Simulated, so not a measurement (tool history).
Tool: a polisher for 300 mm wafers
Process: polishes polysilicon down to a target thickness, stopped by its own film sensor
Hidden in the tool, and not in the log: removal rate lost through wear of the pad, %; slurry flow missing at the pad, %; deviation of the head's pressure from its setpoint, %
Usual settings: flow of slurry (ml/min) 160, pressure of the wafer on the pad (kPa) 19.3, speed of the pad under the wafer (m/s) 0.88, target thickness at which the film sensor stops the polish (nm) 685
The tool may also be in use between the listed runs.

run	hour	flow of slurry (ml/min)	pressure of the wafer on the pad (kPa)	speed of the pad under the wafer (m/s)	target thickness at which the film sensor stops the polish (nm)	wafers since the last listed run	wafers polished on this pad	hours since the slurry nozzle was cleaned	hours since the head pressure was calibrated	incoming thickness of the incoming film, nm	time until the film sensor stopped the polish (s)
1	0	160	19.3	0.88	685	0	52	517.8	783	1280.7	80.6
2	12.2	160	19.3	0.88	685	89	141	530	795.2	1274.5	82.8
3	25.7	160	19.3	0.88	685	99	241	543.5	808.7	1266.8	79
4	49.5	160	19.3	0.88	685	175	416	567.3	832.5	1265.6	80.6
5	78.7	160	19.3	0.88	685	214	631	596.5	861.7	1246.6	75.9
6	109.1	160	19.3	0.88	685	223	855	626.9	892.1	1274.3	79.4
7	140.9	200	16.5	0.88	685	234	1089	658.7	923.9	1269	92.8
# hour 173: worn pad replaced by a new one
8	173.5	200	16.5	0.88	685	210	3	691.3	956.5	1248.8	96.2
9	201.8	160	19.3	0.88	685	208	212	719.6	984.8	1272.5	91.1
10	235.2	160	19.3	0.88	685	245	457	753	1018.2	1286.2	91.2
11	247.6	160	14.5	0.88	685	91	549	765.4	1030.6	1288.1	128.3
12	270.6	160	14.5	0.88	685	169	718	788.4	1053.6	1262.6	119.3
13	303.3	160	14.5	0.88	685	240	959	821.1	1086.3	1268.1	120.8
# hour 317.9: slurry nozzle cleaned
# hour 333: worn pad replaced by a new one, repeated, since the last time left the tool worse
14	333.5	185	22.8	0.88	685	185	3	15.6	1116.5	1252.7	64.3
15	361.1	185	22.8	0.88	685	203	206	43.2	1144.1	1280.2	69
16	393.8	185	22.8	0.88	685	240	447	75.9	1176.8	1285.4	69.4
# hour 427.2: head pressure recalibrated
# hour 481.5: worn pad replaced by a new one
17	483.3	160	19.3	0.88	554	614	13	165.4	56.1	1280	99.2
18	509.3	160	13.1	1.14	498	191	205	191.4	82.1	1252.2	119.6
19	535.2	160	19.3	0.88	685	190	395	217.3	108	1262.3	80.4
20	553.9	160	19.3	0.88	685	137	533	236	126.7	1268.2	80.5
21	582.1	160	19.3	1	685	207	741	264.2	154.9	1274.5	71.1
22	596.5	125	15.9	0.96	770	106	847	278.6	169.3	1282.5	82.5
23	614.6	205	24.8	0.88	685	133	980	296.7	187.4	1285	65
# hour 638.2: worn pad replaced by a new one
24	641.1	115	14.5	0.7	868	165	21	323.2	213.9	1249.4	90.4
25	669.3	210	14.5	0.88	685	207	228	351.4	242.1	1258.1	98.3
26	701.4	160	19.3	0.88	685	236	465	383.5	274.2	1271.5	81.3
27	725.4	185	22.8	0.88	685	176	641	407.5	298.2	1285	69.6
28	744.2	160	19.3	0.88	685	138	780	426.3	317	1277.2	81.7
29	774.4	160	23.4	0.88	685	222	1002	456.5	347.2	1280.1	70.2
# hour 800.2: worn pad replaced by a new one
30	809.7	160	25.5	0.88	593	230	70	491.8	382.5	1272.3	71.1
31	826	160	19.3	0.88	550	120	190	508.1	398.8	1251.9	95.3
32	851.9	175	24.8	0.78	826	190	381	534	424.7	1249.5	50.5
33	871	160	19.3	0.88	685	140	521	553.1	443.8	1285.4	80.9

Some steps in time until the film sensor stopped the polish (s) between neighbouring runs. How much of each would the tool show without its hidden state too (settings, what came in, random variation), and how much is left for the hidden state, with any gauge scatter that isn't in both results?
Run 7 -> 8: worn pad replaced by a new one. time until the film sensor stopped the polish (s) +3.4: hidden state +6.1, all else -2.7.
Run 10 -> 11: pressure of the wafer on the pad (kPa) 19.3 -> 14.5. time until the film sensor stopped the polish (s) +37.1: hidden state +4.8, all else +32.3.
Run 13 -> 14: flow of slurry (ml/min) 160 -> 185, pressure of the wafer on the pad (kPa) 14.5 -> 22.8, slurry nozzle cleaned, worn pad replaced by a new one, repeated, since the last time left the tool worse. time until the film sensor stopped the polish (s) -56.5: hidden state -16.7, all else -39.8.
Run 18 -> 19: pressure of the wafer on the pad (kPa) 13.1 -> 19.3, speed of the pad under the wafer (m/s) 1.14 -> 0.88, target thickness at which the film sensor stops the polish (nm) 498 -> 685. time until the film sensor stopped the polish (s) -39.2: hidden state -0.1, all else -39.1.
Run 31 -> 32: flow of slurry (ml/min) 160 -> 175, pressure of the wafer on the pad (kPa) 19.3 -> 24.8, speed of the pad under the wafer (m/s) 0.88 -> 0.78, target thickness at which the film sensor stops the polish (nm) 550 -> 826. time until the film sensor stopped the polish (s) -44.8: hidden state -0.2, all else -44.6.

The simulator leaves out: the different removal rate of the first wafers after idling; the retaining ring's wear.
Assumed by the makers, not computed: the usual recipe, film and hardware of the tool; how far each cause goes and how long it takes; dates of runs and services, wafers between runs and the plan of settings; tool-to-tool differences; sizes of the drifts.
